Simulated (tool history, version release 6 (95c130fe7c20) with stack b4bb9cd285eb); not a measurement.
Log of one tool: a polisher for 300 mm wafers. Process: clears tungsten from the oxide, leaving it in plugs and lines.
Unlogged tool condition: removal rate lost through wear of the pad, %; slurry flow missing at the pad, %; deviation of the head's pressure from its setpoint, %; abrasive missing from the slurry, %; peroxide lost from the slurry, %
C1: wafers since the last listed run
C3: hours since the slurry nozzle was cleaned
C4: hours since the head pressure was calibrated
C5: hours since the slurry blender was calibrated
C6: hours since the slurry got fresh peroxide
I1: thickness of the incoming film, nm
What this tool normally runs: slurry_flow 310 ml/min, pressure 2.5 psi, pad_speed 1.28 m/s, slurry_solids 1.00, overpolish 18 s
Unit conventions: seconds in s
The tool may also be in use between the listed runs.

{"run": 1, "hour": 0.0, "slurry_flow": 310, "pressure": 2.5, "pad_speed": 1.28, "slurry_solids": 1.0, "overpolish": 18, "C1": 0, "wafers polished on this pad": 3293, "C3": 407.6, "C4": 359.0, "C5": 169.2, "C6": 27.7, "I1": 244.5, "seconds": 62.8}
{"run": 2, "hour": 45.1, "slurry_flow": 310, "pressure": 2.5, "pad_speed": 1.28, "slurry_solids": 1.0, "overpolish": 18, "C1": 609, "wafers polished on this pad": 3902, "C3": 452.7, "C4": 404.1, "C5": 214.3, "C6": 72.8, "I1": 248.7, "seconds": 64.9}
{"run": 3, "hour": 84.3, "slurry_flow": 310, "pressure": 2.5, "pad_speed": 1.28, "slurry_solids": 1.0, "overpolish": 18, "C1": 529, "wafers polished on this pad": 4432, "C3": 491.9, "C4": 443.3, "C5": 253.5, "C6": 112.0, "I1": 251.2, "seconds": 66.1}
{"hour": 109.7, "done": "worn pad replaced by a new one"}
{"run": 4, "hour": 144.4, "slurry_flow": 310, "pressure": 2.5, "pad_speed": 1.28, "slurry_solids": 1.0, "overpolish": 18, "C1": 757, "wafers polished on this pad": 468, "C3": 552.0, "C4": 503.4, "C5": 313.6, "C6": 172.1, "I1": 249.0, "seconds": 63.7}
{"run": 5, "hour": 173.0, "slurry_flow": 310, "pressure": 2.5, "pad_speed": 1.28, "slurry_solids": 1.0, "overpolish": 18, "C1": 386, "wafers polished on this pad": 855, "C3": 580.6, "C4": 532.0, "C5": 342.2, "C6": 200.7, "I1": 250.2, "seconds": 64.3}
{"run": 6, "hour": 205.3, "slurry_flow": 310, "pressure": 2.5, "pad_speed": 1.28, "slurry_solids": 1.0, "overpolish": 18, "C1": 436, "wafers polished on this pad": 1291, "C3": 612.9, "C4": 564.3, "C5": 374.5, "C6": 233.0, "I1": 251.4, "seconds": 64.2}
{"hour": 256.2, "done": "slurry blender recalibrated"}
{"run": 7, "hour": 262.9, "slurry_flow": 310, "pressure": 2.5, "pad_speed": 1.28, "slurry_solids": 1.0, "overpolish": 18, "C1": 750, "wafers polished on this pad": 2042, "C3": 670.5, "C4": 621.9, "C5": 6.7, "C6": 290.6, "I1": 249.1, "seconds": 65.6}
{"run": 8, "hour": 308.6, "slurry_flow": 310, "pressure": 2.5, "pad_speed": 1.28, "slurry_solids": 1.0, "overpolish": 18, "C1": 617, "wafers polished on this pad": 2659, "C3": 716.2, "C4": 667.6, "C5": 52.4, "C6": 336.3, "I1": 248.2, "seconds": 65.9}
{"hour": 374.6, "done": "slurry nozzle cleaned"}
{"hour": 393.0, "done": "slurry tank refilled with fresh slurry and peroxide"}
{"hour": 523.1, "done": "worn pad replaced by a new one"}
{"run": 9, "hour": 523.6, "slurry_flow": 310, "pressure": 2.5, "pad_speed": 1.28, "slurry_solids": 1.0, "overpolish": 18, "C1": 2822, "wafers polished on this pad": 6, "C3": 149.0, "C4": 882.6, "C5": 267.4, "C6": 130.6, "I1": 253.5, "seconds": 62.9}
{"run": 10, "hour": 565.5, "slurry_flow": 310, "pressure": 2.5, "pad_speed": 1.28, "slurry_solids": 1.0, "overpolish": 18, "C1": 565, "wafers polished on this pad": 572, "C3": 190.9, "C4": 924.5, "C5": 309.3, "C6": 172.5, "I1": 249.6, "seconds": 62.5}
{"run": 11, "hour": 627.4, "slurry_flow": 310, "pressure": 3.4, "pad_speed": 0.94, "slurry_solids": 1.0, "overpolish": 13, "C1": 836, "wafers polished on this pad": 1408, "C3": 252.8, "C4": 986.4, "C5": 371.2, "C6": 234.4, "I1": 246.5, "seconds": 63.1}
{"hour": 632.0, "done": "slurry blender recalibrated"}
{"run": 12, "hour": 655.5, "slurry_flow": 310, "pressure": 2.5, "pad_speed": 1.28, "slurry_solids": 1.0, "overpolish": 18, "C1": 352, "wafers polished on this pad": 1761, "C3": 280.9, "C4": 1014.5, "C5": 23.5, "C6": 262.5, "I1": 253.0, "seconds": 64.2}
{"run": 13, "hour": 721.6, "slurry_flow": 310, "pressure": 2.5, "pad_speed": 1.1, "slurry_solids": 1.0, "overpolish": 18, "C1": 892, "wafers polished on this pad": 2654, "C3": 347.0, "C4": 1080.6, "C5": 89.6, "C6": 328.6, "I1": 246.6, "seconds": 73.6}
{"hour": 748.7, "done": "slurry tank refilled with fresh slurry and peroxide"}
{"run": 14, "hour": 755.8, "slurry_flow": 310, "pressure": 2.5, "pad_speed": 1.28, "slurry_solids": 0.85, "overpolish": 21, "C1": 448, "wafers polished on this pad": 3102, "C3": 381.2, "C4": 1114.8, "C5": 123.8, "C6": 7.1, "I1": 247.4, "seconds": 66.4}
{"hour": 942.4, "done": "worn pad replaced by a new one"}
{"hour": 957.6, "done": "head pressure recalibrated"}
{"run": 15, "hour": 970.9, "slurry_flow": 310, "pressure": 2.5, "pad_speed": 1.28, "slurry_solids": 1.0, "overpolish": 9, "C1": 2824, "wafers polished on this pad": 357, "C3": 596.3, "C4": 13.3, "C5": 338.9, "C6": 222.2, "I1": 247.1, "seconds": 61.9}
{"run": 16, "hour": 1023.1, "slurry_flow": 310, "pressure": 3.0, "pad_speed": 1.28, "slurry_solids": 1.15, "overpolish": 18, "C1": 705, "wafers polished on this pad": 1062, "C3": 648.5, "C4": 65.5, "C5": 391.1, "C6": 274.4, "I1": 246.4, "seconds": 51.8}
{"hour": 1043.8, "done": "slurry blender recalibrated"}
{"run": 17, "hour": 1094.2, "slurry_flow": 310, "pressure": 2.5, "pad_speed": 1.28, "slurry_solids": 1.0, "overpolish": 18, "C1": 933, "wafers polished on this pad": 1996, "C3": 719.6, "C4": 136.6, "C5": 50.4, "C6": 345.5, "I1": 254.2, "seconds": 66.1}
{"run": 18, "hour": 1122.7, "slurry_flow": 370, "pressure": 2.5, "pad_speed": 1.28, "slurry_solids": 1.1, "overpolish": 18, "C1": 384, "wafers polished on this pad": 2381, "C3": 748.1, "C4": 165.1, "C5": 78.9, "C6": 374.0, "I1": 249.7, "seconds": 63.0}
{"hour": 1159.2, "done": "slurry tank refilled with fresh slurry and peroxide"}
{"run": 19, "hour": 1170.7, "slurry_flow": 310, "pressure": 2.5, "pad_speed": 0.88, "slurry_solids": 1.25, "overpolish": 18, "C1": 634, "wafers polished on this pad": 3015, "C3": 796.1, "C4": 213.1, "C5": 126.9, "C6": 11.5, "I1": 251.2, "seconds": 91.7}
{"hour": 1181.6, "done": "slurry nozzle cleaned"}
{"run": 20, "hour": 1235.1, "slurry_flow": 310, "pressure": 2.5, "pad_speed": 1.28, "slurry_solids": 1.0, "overpolish": 18, "C1": 856, "wafers polished on this pad": 3872, "C3": 53.5, "C4": 277.5, "C5": 191.3, "C6": 75.9, "I1": 251.4, "seconds": 63.6}
{"run": 21, "hour": 1279.0, "slurry_flow": 310, "pressure": 2.5, "pad_speed": 1.68, "slurry_solids": 1.1, "overpolish": 10, "C1": 592, "wafers polished on this pad": 4465, "C3": 97.4, "C4": 321.4, "C5": 235.2, "C6": 119.8, "I1": 249.1, "seconds": 46.5}
{"hour": 1309.8, "done": "worn pad replaced by a new one"}
{"run": 22, "hour": 1330.1, "slurry_flow": 260, "pressure": 1.6, "pad_speed": 0.96, "slurry_solids": 1.0, "overpolish": 18, "C1": 636, "wafers polished on this pad": 273, "C3": 148.5, "C4": 372.5, "C5": 286.3, "C6": 170.9, "I1": 250.3, "seconds": 121.1}
{"run": 23, "hour": 1383.8, "slurry_flow": 310, "pressure": 2.5, "pad_speed": 1.28, "slurry_solids": 1.0, "overpolish": 18, "C1": 725, "wafers polished on this pad": 999, "C3": 202.2, "C4": 426.2, "C5": 340.0, "C6": 224.6, "I1": 250.1, "seconds": 62.3}
{"run": 24, "hour": 1410.1, "slurry_flow": 360, "pressure": 2.5, "pad_speed": 1.12, "slurry_solids": 1.0, "overpolish": 25, "C1": 355, "wafers polished on this pad": 1354, "C3": 228.5, "C4": 452.5, "C5": 366.3, "C6": 250.9, "I1": 250.0, "seconds": 70.6}
{"hour": 1480.9, "done": "slurry blender recalibrated"}
{"run": 25, "hour": 1482.0, "slurry_flow": 310, "pressure": 3.0, "pad_speed": 1.28, "slurry_solids": 1.0, "overpolish": 18, "C1": 944, "wafers polished on this pad": 2298, "C3": 300.4, "C4": 524.4, "C5": 1.1, "C6": 322.8, "I1": 252.1, "seconds": 53.7}
{"run": 26, "hour": 1551.7, "slurry_flow": 415, "pressure": 2.9, "pad_speed": 1.28, "slurry_solids": 1.1, "overpolish": 13, "C1": 941, "wafers polished on this pad": 3239, "C3": 370.1, "C4": 594.1, "C5": 70.8, "C6": 392.5, "I1": 248.9, "seconds": 51.9}
{"hour": 1588.7, "done": "slurry tank refilled with fresh slurry and peroxide"}
{"run": 27, "hour": 1604.9, "slurry_flow": 310, "pressure": 2.5, "pad_speed": 1.28, "slurry_solids": 1.1, "overpolish": 18, "C1": 705, "wafers polished on this pad": 3944, "C3": 423.3, "C4": 647.3, "C5": 124.0, "C6": 16.2, "I1": 247.0, "seconds": 61.9}

Alternative continuations, all from the tool just after run 27; predict every row:
{"run": "A", "hour": 1605.3, "slurry_flow": 310, "pressure": 2.5, "pad_speed": 1.28, "slurry_solids": 1.0, "overpolish": 18, "C1": 5, "wafers polished on this pad": 3950, "C3": 423.7, "C4": 647.7, "C5": 124.4, "C6": 16.6, "I1": 253.4, "seconds": "?"}
{"run": "B", "hour": 1605.3, "slurry_flow": 310, "pressure": 3.1, "pad_speed": 1.28, "slurry_solids": 1.0, "overpolish": 18, "C1": 5, "wafers polished on this pad": 3950, "C3": 423.7, "C4": 647.7, "C5": 124.4, "C6": 16.6, "I1": 253.4, "seconds": "?"}
{"run": "C", "hour": 1605.3, "slurry_flow": 230, "pressure": 2.5, "pad_speed": 1.28, "slurry_solids": 1.0, "overpolish": 18, "C1": 5, "wafers polished on this pad": 3950, "C3": 423.7, "C4": 647.7, "C5": 124.4, "C6": 16.6, "I1": 253.4, "seconds": "?"}

run=A seconds=65.1
run=B seconds=53.6
run=C seconds=67.6
Had the tool no hidden state, the same runs would have come out as:
run=A seconds=60.9
run=B seconds=50.1
run=C seconds=62.7

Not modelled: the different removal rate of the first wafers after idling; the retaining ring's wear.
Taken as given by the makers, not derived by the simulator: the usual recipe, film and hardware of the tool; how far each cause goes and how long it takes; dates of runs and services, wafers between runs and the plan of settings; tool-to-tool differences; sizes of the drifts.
